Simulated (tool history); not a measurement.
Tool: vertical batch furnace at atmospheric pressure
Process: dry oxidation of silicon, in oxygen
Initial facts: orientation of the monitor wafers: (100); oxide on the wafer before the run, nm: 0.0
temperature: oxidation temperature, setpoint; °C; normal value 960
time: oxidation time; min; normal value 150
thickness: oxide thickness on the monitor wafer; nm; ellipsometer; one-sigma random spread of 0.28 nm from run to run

run   hour  temperature   time  read-back reference wafer on the same gauge, thickness  thickness
  1      0          960    150                                                    73.6      63.88
  2   27.9          960    150                                                   73.54      64.06
  3   63.9          960    150                                                   73.37      63.75
  4   90.4          960    150                                                   73.33      63.73
  5  154.3          960    150                                                   73.16      64.01
  6  190.9          960    150                                                   73.04       63.9
  7  243.8          960    150                                                   72.87      63.43
  8  300.4          960    150                                                   72.66      63.23
  9  354.5          960    150                                                   72.29      63.76
 10  409.8          960    150                                                   72.05      62.63
 11  473.7          936  222.5                                                   71.76      65.35

What will run 12 give?
     500.5  -- thermocouples replaced and temperature profile calibrated
     549.1  -- gauge calibrated
       551  -- boat lift adjusted
 12  551.5          960   150                                                       ?          ?

read-back reference wafer on the same gauge, thickness: 74.27
thickness: 64.64 nm
If the tool had no hidden condition, the same run with the same run-to-run variation would have returned thickness 64.68 nm.

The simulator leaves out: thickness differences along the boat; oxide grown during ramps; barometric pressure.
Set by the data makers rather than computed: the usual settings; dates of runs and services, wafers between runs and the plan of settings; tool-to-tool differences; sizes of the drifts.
